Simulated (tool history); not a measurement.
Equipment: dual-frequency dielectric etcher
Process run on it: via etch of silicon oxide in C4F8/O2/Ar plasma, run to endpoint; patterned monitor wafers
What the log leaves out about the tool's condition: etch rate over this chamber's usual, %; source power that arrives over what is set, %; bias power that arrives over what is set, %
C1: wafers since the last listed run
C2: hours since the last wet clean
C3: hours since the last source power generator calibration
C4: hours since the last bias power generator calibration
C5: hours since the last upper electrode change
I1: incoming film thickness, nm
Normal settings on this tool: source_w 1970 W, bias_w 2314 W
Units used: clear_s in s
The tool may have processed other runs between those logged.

run 1 hour=0.0 | source_w=1970 bias_w=2314 | C1=0 C2=292.9 C3=1259.9 C4=2659.7 C5=1494.5 | I1=1641.6 | clear_s=329.7
run 2 hour=79.0 | source_w=1970 bias_w=2314 | C1=276 C2=371.9 C3=1338.9 C4=2738.7 C5=1573.5 | I1=1610.8 | clear_s=327.3
-- hour=124.9 wet clean of the chamber
run 3 hour=154.1 | source_w=1970 bias_w=2687 | C1=179 C2=29.2 C3=1414.0 C4=2813.8 C5=1648.6 | I1=1627.0 | clear_s=318.2
run 4 hour=253.3 | source_w=1970 bias_w=2687 | C1=347 C2=128.4 C3=1513.2 C4=2913.0 C5=1747.8 | I1=1630.0 | clear_s=319.0
run 5 hour=328.3 | source_w=1970 bias_w=2687 | C1=262 C2=203.4 C3=1588.2 C4=2988.0 C5=1822.8 | I1=1624.2 | clear_s=315.5
run 6 hour=377.7 | source_w=1970 bias_w=2158 | C1=173 C2=252.8 C3=1637.6 C4=3037.4 C5=1872.2 | I1=1629.5 | clear_s=334.9
run 7 hour=476.2 | source_w=1970 bias_w=2158 | C1=345 C2=351.3 C3=1736.1 C4=3135.9 C5=1970.7 | I1=1635.4 | clear_s=336.5
-- hour=620.0 wet clean of the chamber
run 8 hour=620.5 | source_w=1970 bias_w=2158 | C1=421 C2=0.5 C3=1880.4 C4=3280.2 C5=2115.0 | I1=1629.1 | clear_s=336.2
run 9 hour=751.2 | source_w=1970 bias_w=2314 | C1=458 C2=131.2 C3=2011.1 C4=3410.9 C5=2245.7 | I1=1615.2 | clear_s=328.4
run 10 hour=808.6 | source_w=1970 bias_w=2314 | C1=201 C2=188.6 C3=2068.5 C4=3468.3 C5=2303.1 | I1=1617.7 | clear_s=330.2
run 11 hour=850.3 | source_w=1970 bias_w=2314 | C1=146 C2=230.3 C3=2110.2 C4=3510.0 C5=2344.8 | I1=1624.6 | clear_s=329.9
run 12 hour=888.4 | source_w=1970 bias_w=2314 | C1=133 C2=268.4 C3=2148.3 C4=3548.1 C5=2382.9 | I1=1619.1 | clear_s=327.2
-- hour=963.7 upper electrode replaced
run 13 hour=964.2 | source_w=1970 bias_w=2314 | C1=181 C2=344.2 C3=2224.1 C4=3623.9 C5=0.5 | I1=1625.4 | clear_s=329.8
run 14 hour=992.5 | source_w=1970 bias_w=2314 | C1=99 C2=372.5 C3=2252.4 C4=3652.2 C5=28.8 | I1=1626.9 | clear_s=333.7
-- hour=1048.7 bias power generator calibrated
run 15 hour=1051.8 | source_w=1970 bias_w=2314 | C1=193 C2=431.8 C3=2311.7 C4=3.1 C5=88.1 | I1=1627.0 | clear_s=327.7
-- hour=1087.8 wet clean of the chamber
run 16 hour=1137.2 | source_w=1970 bias_w=2314 | C1=215 C2=49.4 C3=2397.1 C4=88.5 C5=173.5 | I1=1622.2 | clear_s=330.8
run 17 hour=1232.0 | source_w=1970 bias_w=2665 | C1=332 C2=144.2 C3=2491.9 C4=183.3 C5=268.3 | I1=1629.8 | clear_s=319.2
run 18 hour=1298.9 | source_w=1800 bias_w=1851 | C1=234 C2=211.1 C3=2558.8 C4=250.2 C5=335.2 | I1=1614.7 | clear_s=361.2
run 19 hour=1388.5 | source_w=1970 bias_w=2314 | C1=314 C2=300.7 C3=2648.4 C4=339.8 C5=424.8 | I1=1615.2 | clear_s=326.4
run 20 hour=1484.9 | source_w=1970 bias_w=2314 | C1=337 C2=397.1 C3=2744.8 C4=436.2 C5=521.2 | I1=1633.6 | clear_s=332.3
run 21 hour=1528.3 | source_w=1500 bias_w=2052 | C1=152 C2=440.5 C3=2788.2 C4=479.6 C5=564.6 | I1=1619.4 | clear_s=383.5
-- hour=1611.1 wet clean of the chamber
run 22 hour=1630.7 | source_w=1970 bias_w=2314 | C1=274 C2=19.6 C3=2890.6 C4=582.0 C5=667.0 | I1=1621.9 | clear_s=328.3
run 23 hour=1734.1 | source_w=2320 bias_w=2093 | C1=362 C2=123.0 C3=2994.0 C4=685.4 C5=770.4 | I1=1621.2 | clear_s=317.1
run 24 hour=1810.4 | source_w=1970 bias_w=2314 | C1=267 C2=199.3 C3=3070.3 C4=761.7 C5=846.7 | I1=1651.9 | clear_s=334.8
-- hour=1833.8 source power generator calibrated
run 25 hour=1852.1 | source_w=1970 bias_w=2687 | C1=132 C2=241.0 C3=18.3 C4=803.4 C5=888.4 | I1=1618.4 | clear_s=308.3
run 26 hour=1935.4 | source_w=2090 bias_w=2063 | C1=292 C2=324.3 C3=101.6 C4=886.7 C5=971.7 | I1=1616.7 | clear_s=321.3
run 27 hour=1989.4 | source_w=1970 bias_w=2314 | C1=189 C2=378.3 C3=155.6 C4=940.7 C5=1025.7 | I1=1630.5 | clear_s=320.2
-- hour=2031.9 wet clean of the chamber
run 28 hour=2046.1 | source_w=1770 bias_w=2557 | C1=114 C2=14.2 C3=212.3 C4=997.4 C5=1082.4 | I1=1641.3 | clear_s=332.6
run 29 hour=2133.2 | source_w=1590 bias_w=2566 | C1=305 C2=101.3 C3=299.4 C4=1084.5 C5=1169.5 | I1=1632.0 | clear_s=348.4
run 30 hour=2219.0 | source_w=2300 bias_w=2855 | C1=300 C2=187.1 C3=385.2 C4=1170.3 C5=1255.3 | I1=1620.0 | clear_s=283.6
run 31 hour=2257.8 | source_w=1970 bias_w=2314 | C1=136 C2=225.9 C3=424.0 C4=1209.1 C5=1294.1 | I1=1604.8 | clear_s=322.8
run 32 hour=2333.2 | source_w=2290 bias_w=2314 | C1=264 C2=301.3 C3=499.4 C4=1284.5 C5=1369.5 | I1=1630.0 | clear_s=303.0

List, for all runs, the conditions of the tool that the log does not record:
etch rate over this chamber's usual, %: 0 at every run
bias power that arrives over what is set, %: 0 at every run
H1: source power that arrives over what is set, %
run=1 H1=-4.46
run=2 H1=-4.58
run=3 H1=-4.68
run=4 H1=-4.8
run=5 H1=-4.89
run=6 H1=-4.94
run=7 H1=-5.04
run=8 H1=-5.17
run=9 H1=-5.27
run=10 H1=-5.31
run=11 H1=-5.34
run=12 H1=-5.36
run=13 H1=-5.41
run=14 H1=-5.43
run=15 H1=-5.46
run=16 H1=-5.51
run=17 H1=-5.55
run=18 H1=-5.58
run=19 H1=-5.62
run=20 H1=-5.66
run=21 H1=-5.67
run=22 H1=-5.71
run=23 H1=-5.74
run=24 H1=-5.76
run=25 H1=0.0566
run=26 H1=-0.34
run=27 H1=-0.581
run=28 H1=-0.821
run=29 H1=-1.16
run=30 H1=-1.48
run=31 H1=-1.61
run=32 H1=-1.85
